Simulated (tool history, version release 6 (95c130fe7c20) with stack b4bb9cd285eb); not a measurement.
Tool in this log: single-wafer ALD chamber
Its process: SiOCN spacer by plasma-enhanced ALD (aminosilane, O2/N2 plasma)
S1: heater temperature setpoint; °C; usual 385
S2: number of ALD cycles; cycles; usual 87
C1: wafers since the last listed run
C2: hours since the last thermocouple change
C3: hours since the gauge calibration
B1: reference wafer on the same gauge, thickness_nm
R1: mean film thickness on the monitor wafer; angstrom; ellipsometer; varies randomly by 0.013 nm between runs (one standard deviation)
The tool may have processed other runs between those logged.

Run 1, hour 0.0: usual settings; C1 0; C2 1763.7; C3 156.4; B1 5.930. Result: R1 52.27 angstrom.
Run 2, hour 103.9: usual settings; C1 370; C2 1867.6; C3 260.3; B1 5.929. Result: R1 52.25 angstrom.
Run 3, hour 190.2: usual settings; C1 307; C2 1953.9; C3 346.6; B1 5.925. Result: R1 52.20 angstrom.
Run 4, hour 277.7: usual settings; C1 311; C2 2041.4; C3 434.1; B1 5.916. Result: R1 52.35 angstrom.
Run 5, hour 382.9: usual settings but S1 376 °C, S2 79 cycles; C1 375; C2 2146.6; C3 539.3; B1 5.903. Result: R1 47.39 angstrom.
Run 6, hour 450.0: usual settings but S1 376 °C, S2 79 cycles; C1 239; C2 2213.7; C3 606.4; B1 5.900. Result: R1 47.44 angstrom.
Run 7, hour 515.3: usual settings but S1 376 °C, S2 79 cycles; C1 232; C2 2279.0; C3 671.7; B1 5.894. Result: R1 47.49 angstrom.
At hour 587.0: thermocouple changed; heater temperature recalibrated.
Run 8, hour 594.7: usual settings but S1 378 °C, S2 75 cycles; C1 254; C2 7.7; C3 751.1; B1 5.879. Result: R1 44.69 angstrom.
Run 9, hour 652.0: usual settings; C1 204; C2 65.0; C3 808.4; B1 5.872. Result: R1 51.83 angstrom.
At hour 662.5: gauge calibrated.
Run 10, hour 755.5: usual settings but S1 400 °C, S2 75 cycles; C1 369; C2 168.5; C3 93.0; B1 5.918. Result: R1 44.78 angstrom.
Run 11, hour 839.8: usual settings but S2 75 cycles; C1 300; C2 252.8; C3 177.3; B1 5.914. Result: R1 45.04 angstrom.
Run 12, hour 922.7: usual settings; C1 295; C2 335.7; C3 260.2; B1 5.913. Result: R1 52.06 angstrom.
Run 13, hour 962.9: usual settings but S2 76 cycles; C1 143; C2 375.9; C3 300.4; B1 5.909. Result: R1 45.73 angstrom.
Run 14, hour 1034.2: usual settings but S1 399 °C; C1 254; C2 447.2; C3 371.7; B1 5.902. Result: R1 51.87 angstrom.

Consider 5 possible next runs. They are alternatives, not a sequence: every one starts from the tool as it was left by run 14. What does each give?
Run A, hour 1034.8: usual settings but S1 377 °C; C1 2; C2 447.8; C3 372.3; B1 ?. Result: R1 ?.
Run B, hour 1034.8: usual settings but S1 374 °C, S2 95 cycles; C1 2; C2 447.8; C3 372.3; B1 ?. Result: R1 ?.
Run C, hour 1034.8: usual settings but S1 379 °C, S2 92 cycles; C1 2; C2 447.8; C3 372.3; B1 ?. Result: R1 ?.
Run D, hour 1034.8: usual settings but S2 82 cycles; C1 2; C2 447.8; C3 372.3; B1 ?. Result: R1 ?.
Run E, hour 1034.8: usual settings but S1 379 °C, S2 98 cycles; C1 2; C2 447.8; C3 372.3; B1 ?. Result: R1 ?.

run     B1     R1
  A  5.904  51.96
  B  5.904  56.74
  C  5.904  54.95
  D  5.904  48.98
  E  5.904  58.53
The same runs, with their run-to-run variation unchanged, on a tool lacking any hidden condition would have given:
run     R1
  A  52.20
  B  57.00
  C  55.20
  D  49.20
  E  58.80
